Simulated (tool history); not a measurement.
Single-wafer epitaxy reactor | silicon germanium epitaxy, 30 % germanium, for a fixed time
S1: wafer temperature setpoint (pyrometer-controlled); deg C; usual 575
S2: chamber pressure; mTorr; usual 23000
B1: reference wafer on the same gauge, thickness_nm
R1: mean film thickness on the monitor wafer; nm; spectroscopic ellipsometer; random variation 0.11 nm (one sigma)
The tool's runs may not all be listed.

run 1 hour=0 | S1=567 S2=19600 | B1=35.905 | R1=28.916
run 2 hour=39.7 | S1=575 S2=26800 | B1=35.92 | R1=37.653
run 3 hour=87.8 | S1=575 S2=26800 | B1=35.903 | R1=37.562
run 4 hour=159.1 | S1=575 S2=26800 | B1=35.908 | R1=37.685
run 5 hour=194.3 | S1=564 S2=23000 | B1=35.904 | R1=28.09
run 6 hour=240.2 | S1=564 S2=23000 | B1=35.906 | R1=28.141
run 7 hour=299.7 | S1=566 S2=23000 | B1=35.883 | R1=29.535
run 8 hour=342.8 | S1=566 S2=23000 | B1=35.9 | R1=29.257
run 9 hour=396.3 | S1=575 S2=24400 | B1=35.87 | R1=36.364
run 10 hour=457 | S1=575 S2=24400 | B1=35.862 | R1=36.296
run 11 hour=495.8 | S1=575 S2=23000 | B1=35.889 | R1=35.865
run 12 hour=554 | S1=575 S2=23000 | B1=35.866 | R1=35.904
run 13 hour=581.7 | S1=575 S2=23000 | B1=35.925 | R1=35.594
run 14 hour=692.8 | S1=575 S2=23000 | B1=35.883 | R1=35.67
-- hour=735.4 pyrometer calibrated
-- hour=758.7 showerhead replaced
run 15 hour=759.2 | S1=575 S2=23000 | B1=35.904 | R1=36.089
-- hour=784 gauge calibrated
run 16 hour=784.6 | S1=575 S2=23000 | B1=35.903 | R1=35.807
run 17 hour=845.4 | S1=561 S2=21400 | B1=35.893 | R1=25.822
run 18 hour=896.8 | S1=581 S2=20000 | B1=35.936 | R1=39.4
run 19 hour=956.3 | S1=575 S2=23000 | B1=35.891 | R1=35.862
run 20 hour=986.7 | S1=561 S2=18200 | B1=35.926 | R1=24.663
run 21 hour=1039.2 | S1=575 S2=23000 | B1=35.889 | R1=35.762
run 22 hour=1098.8 | S1=575 S2=23000 | B1=35.898 | R1=35.773
run 23 hour=1133.2 | S1=571 S2=27100 | B1=35.906 | R1=34.198
run 24 hour=1203.7 | S1=575 S2=18200 | B1=35.888 | R1=33.824
-- hour=1230.7 capacitance manometer re-zeroed and calibrated
run 25 hour=1253.4 | S1=587 S2=23000 | B1=35.901 | R1=47.765
run 26 hour=1293.4 | S1=571 S2=25400 | B1=35.905 | R1=34.314
run 27 hour=1347.9 | S1=586 S2=21000 | B1=35.915 | R1=45.304
run 28 hour=1404.9 | S1=582 S2=18300 | B1=35.893 | R1=40.029
run 29 hour=1474.5 | S1=575 S2=23000 | B1=35.888 | R1=36.136
run 30 hour=1541.9 | S1=575 S2=23000 | B1=35.869 | R1=36.04
-- hour=1572.8 pyrometer calibrated
run 31 hour=1586.6 | S1=575 S2=27100 | B1=35.903 | R1=38.26
run 32 hour=1634.1 | S1=583 S2=23000 | B1=35.888 | R1=43.224

The tool's hidden state at each run:
gauge reads high (%): 0 in every run
H1: wafer temperature above the value expected at the setpoint (K)
H2: true pressure above the setpoint (%)
run=1 H1=0.111 H2=-6.4
run=2 H1=0.104 H2=-6.54
run=3 H1=0.092 H2=-6.69
run=4 H1=0.0695 H2=-6.91
run=5 H1=0.056 H2=-7
run=6 H1=0.036 H2=-7.12
run=7 H1=0.00606 H2=-7.27
run=8 H1=-0.0184 H2=-7.37
run=9 H1=-0.0522 H2=-7.48
run=10 H1=-0.0949 H2=-7.61
run=11 H1=-0.125 H2=-7.68
run=12 H1=-0.173 H2=-7.78
run=13 H1=-0.197 H2=-7.83
run=14 H1=-0.305 H2=-8
run=15 H1=0.0328 H2=-8.09
run=16 H1=0.0316 H2=-8.12
run=17 H1=0.0254 H2=-8.2
run=18 H1=0.0165 H2=-8.26
run=19 H1=0.00193 H2=-8.32
run=20 H1=-0.00724 H2=-8.35
run=21 H1=-0.0259 H2=-8.4
run=22 H1=-0.0513 H2=-8.45
run=23 H1=-0.068 H2=-8.48
run=24 H1=-0.107 H2=-8.53
run=25 H1=-0.138 H2=0.147
run=26 H1=-0.166 H2=-0.263
run=27 H1=-0.207 H2=-0.789
run=28 H1=-0.253 H2=-1.3
run=29 H1=-0.316 H2=-1.88
run=30 H1=-0.383 H2=-2.39
run=31 H1=-0.000437 H2=-2.7
run=32 H1=-0.00272 H2=-3.02
